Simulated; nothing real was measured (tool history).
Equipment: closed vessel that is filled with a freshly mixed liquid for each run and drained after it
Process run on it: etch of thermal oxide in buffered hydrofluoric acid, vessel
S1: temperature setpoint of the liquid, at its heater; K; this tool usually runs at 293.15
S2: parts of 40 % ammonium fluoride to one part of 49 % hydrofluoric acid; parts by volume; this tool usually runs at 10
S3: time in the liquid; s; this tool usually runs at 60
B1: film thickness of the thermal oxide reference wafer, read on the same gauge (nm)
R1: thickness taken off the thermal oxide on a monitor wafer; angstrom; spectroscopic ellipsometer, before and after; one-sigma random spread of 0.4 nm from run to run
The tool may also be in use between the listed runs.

run	hour	S1	S2	S3	B1	R1
1	0	293.15	10	60	99.99	589.1
2	83.5	293.15	10	60	100	581
3	128.8	293.15	13	60	99.95	460.6
4	188.9	293.15	10	60	100	597.9
5	254.2	293.15	10	60	100	591.5
6	338.6	293.15	10	60	100.01	591.7
7	424.5	296.15	10	60	100.01	700.2
8	464.6	296.15	10	60	100.01	705.5
9	510.6	293.15	10	30	100.01	304.3
10	604.7	293.15	7.5	45	99.98	584.6
11	677.6	293.15	10	60	100.02	594.6
12	772.8	293.15	10	60	100.03	601.4
13	820.7	293.15	13.5	30	100	223.5
# hour 866.2: hydrofluoric acid flow meter replaced
14	872.1	294.65	12	80	100	767.2
# hour 877.6: gauge calibrated
# hour 1020.4: thermometer replaced
15	1136.7	297.15	8	80	99.99	1116.3
16	1216.1	293.15	10	85	99.97	791.7
17	1285.8	293.15	10	60	99.98	563

Below, some changes in R1 between adjacent runs. For each, the amount present without the hidden state too (settings, incoming material, random variation) and the amount remaining for the hidden state with gauge scatter not shared by both compared results:
Unlogged tool condition in this case: liquid hotter than its thermometer reads (K); hydrofluoric acid flow below the setpoint (%); gauge reads high (%).
Run 13 -> 14: S1 293.15 -> 294.65, S2 13.5 -> 12, S3 30 -> 80, hydrofluoric acid flow meter replaced. R1 +543.7 angstrom: hidden state +73.1, all else +470.6.
Run 14 -> 15: S1 294.65 -> 297.15, S2 12 -> 8, gauge calibrated, thermometer replaced. R1 +349.1 angstrom: hidden state -84.1, all else +433.2.
